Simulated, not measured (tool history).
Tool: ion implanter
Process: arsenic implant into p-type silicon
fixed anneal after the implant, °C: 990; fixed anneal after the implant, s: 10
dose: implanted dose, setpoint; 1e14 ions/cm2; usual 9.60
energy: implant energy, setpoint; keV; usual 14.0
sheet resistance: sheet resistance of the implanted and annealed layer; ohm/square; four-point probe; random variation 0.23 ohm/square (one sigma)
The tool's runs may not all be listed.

run     day   dose  energy  wafers since the last listed run  hours since the last dose calibration  hours since the extraction supply was calibrated  hours since the gauge calibration  read-back reference wafer on the same gauge, sheet resistance  sheet resistance
  1   0.000   9.60    14.0                                 0                                  595.7                                            2012.0                              145.7                                                         154.98            152.99
  2   0.612   9.60    14.0                               219                                  610.4                                            2026.7                              160.4                                                         155.04            153.27
  3   1.658   9.60    14.0                               374                                  635.5                                            2051.8                              185.5                                                         155.01            153.20
  4   3.046   9.60    14.0                               496                                  668.8                                            2085.1                              218.8                                                         154.93            152.79
  5   3.700   9.60    14.0                               234                                  684.5                                            2100.8                              234.5                                                         155.05            152.94
  6   4.304   9.60    14.0                               216                                  699.0                                            2115.3                              249.0                                                         155.03            153.05
  7   4.862   9.60    14.0                               199                                  712.4                                            2128.7                              262.4                                                         155.02            152.82
  8   6.138   9.60    14.0                               456                                  743.0                                            2159.3                              293.0                                                         155.03            153.75
  9   7.146   9.60    14.0                               360                                  767.2                                            2183.5                              317.2                                                         155.02            153.57
      8.112  -- gauge calibrated
      8.433  -- Faraday cup replaced and dose calibrated
      8.746  -- extraction supply calibrated
 10   8.767   7.18    18.5                               348                                    8.0                                               0.5                               15.7                                                         154.93            163.08
 11   8.875   9.60    16.5                                38                                   10.6                                               3.1                               18.3                                                         155.10            147.37
 12  10.012  12.11    12.5                               407                                   37.9                                              30.4                               45.6                                                         155.08            150.30

Forecast run 13:
 13  10.792  9.60    14.0                               278                                   56.6                                              49.1                               64.3                                                              ?                 ?

{"run 13": {"read-back reference wafer on the same gauge, sheet resistance": 154.91, "sheet resistance": 154.83}}
Without the tool's hidden state the same run would have given sheet resistance 155.41 ohm/square.

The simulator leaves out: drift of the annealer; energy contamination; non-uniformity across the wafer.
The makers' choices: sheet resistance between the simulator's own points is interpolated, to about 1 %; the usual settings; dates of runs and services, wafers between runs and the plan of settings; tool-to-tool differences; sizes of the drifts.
